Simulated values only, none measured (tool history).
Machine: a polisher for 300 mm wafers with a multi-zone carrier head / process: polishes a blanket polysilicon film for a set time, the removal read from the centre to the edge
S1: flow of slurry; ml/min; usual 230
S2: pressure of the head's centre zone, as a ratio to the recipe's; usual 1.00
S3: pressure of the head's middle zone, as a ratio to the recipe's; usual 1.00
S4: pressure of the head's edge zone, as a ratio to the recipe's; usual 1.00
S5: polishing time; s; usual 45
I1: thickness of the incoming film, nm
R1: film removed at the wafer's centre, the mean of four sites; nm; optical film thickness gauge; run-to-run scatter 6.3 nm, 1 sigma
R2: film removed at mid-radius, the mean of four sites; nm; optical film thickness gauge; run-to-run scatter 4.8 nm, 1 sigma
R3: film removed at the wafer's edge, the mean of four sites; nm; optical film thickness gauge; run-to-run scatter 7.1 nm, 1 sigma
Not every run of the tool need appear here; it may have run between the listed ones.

run    hour   S1    S2    S3    S4  S5      I1     R1     R2     R3
  1     0.0  230  0.92  0.97  1.00  45  2029.4  438.8  459.2  489.2
       26.2  -- carrier head's membrane replaced by a new one
  2    40.4  230  1.00  1.00  1.00  45  2036.9  477.4  458.4  485.9
       91.6  -- centre zone pressure recalibrated
  3    92.1  230  1.00  1.00  1.09  45  2079.7  466.7  456.6  489.1
      118.5  -- edge zone pressure recalibrated
  4   162.8  230  1.11  1.04  1.00  34  2045.1  387.0  358.3  354.3
  5   227.7  230  1.00  1.00  1.00  60  2042.3  597.6  594.0  605.4
  6   268.6  230  1.08  1.00  0.96  45  2050.9  472.5  448.4  449.3
      288.3  -- slurry nozzle cleaned
      298.1  -- worn pad replaced by a new one
  7   392.7  165  1.00  1.06  1.00  38  2037.1  371.6  396.2  393.0
  8   422.4  230  1.00  1.00  1.00  45  2029.4  490.8  471.3  485.5
  9   476.5  230  0.94  0.96  1.09  45  2025.9  445.0  451.6  514.6
 10   501.4  230  1.00  1.00  1.00  45  2073.2  481.4  472.5  482.7
 11   546.4  230  1.00  1.10  1.00  33  2047.3  342.4  368.1  354.0
      560.7  -- edge zone pressure recalibrated
 12   617.9  230  1.00  1.00  1.00  40  2040.4  405.3  403.1  424.5
      745.7  -- slurry nozzle cleaned
      748.1  -- worn pad replaced by a new one
 13   809.2  230  0.95  0.93  1.11  45  2066.6  475.6  446.6  518.9
 14   847.8  285  1.00  1.00  1.00  52  2043.5  571.6  575.0  600.1
 15   919.3  150  1.00  0.90  1.00  39  2018.3  379.3  341.1  393.9
 16   975.8  230  0.91  1.00  1.00  45  2059.0  429.8  470.7  483.3
 17  1008.7  230  0.94  0.89  0.94  45  2033.0  445.3  419.6  470.6

Predict the results of run 18:
 18  1037.3  165  1.00  1.00  1.05  45  2066.5   ?   ?   ?

R1: 432.7 nm
R2: 433.1 nm
R3: 466.0 nm
Take away the tool's hidden state, keep the run-to-run variation as it was, and the same run would have given R1 468.9 nm, R2 465.0 nm, R3 490.0 nm.

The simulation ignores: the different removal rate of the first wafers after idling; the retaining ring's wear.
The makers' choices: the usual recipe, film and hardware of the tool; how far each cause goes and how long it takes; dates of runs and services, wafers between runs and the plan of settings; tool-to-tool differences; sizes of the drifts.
